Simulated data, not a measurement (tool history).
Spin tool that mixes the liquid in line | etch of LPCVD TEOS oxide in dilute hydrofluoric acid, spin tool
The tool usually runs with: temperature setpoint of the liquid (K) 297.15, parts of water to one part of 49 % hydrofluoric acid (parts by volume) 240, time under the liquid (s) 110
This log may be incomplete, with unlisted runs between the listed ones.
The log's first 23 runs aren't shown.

run,day,temperature setpoint of the liquid (K),parts of water to one part of 49 % hydrofluoric acid (parts by volume),time under the liquid (s),wafers since the last listed run,hours since the thermometer was replaced,hours since the hydrofluoric acid flow meter was replaced,hours since the gauge calibration,"read-back film thickness of the LPCVD TEOS oxide reference wafer, read on the same gauge (nm)",thickness taken off the LPCVD TEOS oxide on a monitor wafer (Å)
24,48.150,297.15,190,150,717,67.7,519.3,783.5,99.99,250.2
25,50.962,295.65,280,145,753,135.2,586.8,851.0,100.01,142.0
# day 52.483: gauge calibrated
# day 53.617: hydrofluoric acid flow meter replaced
26,53.808,294.15,175,50,751,203.5,4.6,31.8,100.03,83.1
27,54.971,297.15,240,110,311,231.4,32.5,59.7,100.04,140.4
28,56.046,297.15,240,135,287,257.2,58.3,85.5,100.01,169.9
29,58.238,297.15,240,90,587,309.8,110.9,138.1,99.96,114.7
30,65.804,297.15,240,110,2026,491.4,292.5,319.7,100.04,138.4
31,67.408,292.65,125,130,429,529.9,331.0,358.2,99.97,298.0
32,69.646,297.15,135,50,599,583.6,384.7,411.9,100.02,125.2
33,70.829,295.15,240,70,316,612.0,413.1,440.3,99.99,81.7

Forecast each of these 4 alternatives for the next run:
A,70.846,297.15,240,110,4,612.4,413.5,440.7,?,?
B,70.846,301.15,135,135,4,612.4,413.5,440.7,?,?
C,70.846,297.15,165,85,4,612.4,413.5,440.7,?,?
D,70.846,297.15,240,125,4,612.4,413.5,440.7,?,?

run,"read-back film thickness of the LPCVD TEOS oxide reference wafer, read on the same gauge (nm)",thickness taken off the LPCVD TEOS oxide on a monitor wafer (Å)
A,99.99,138.5
B,99.99,394.4
C,99.99,168.7
D,99.99,157.4
What these runs would have given with no unlogged condition in the tool:
run,thickness taken off the LPCVD TEOS oxide on a monitor wafer (Å)
A,138.5
B,394.4
C,168.7
D,157.4
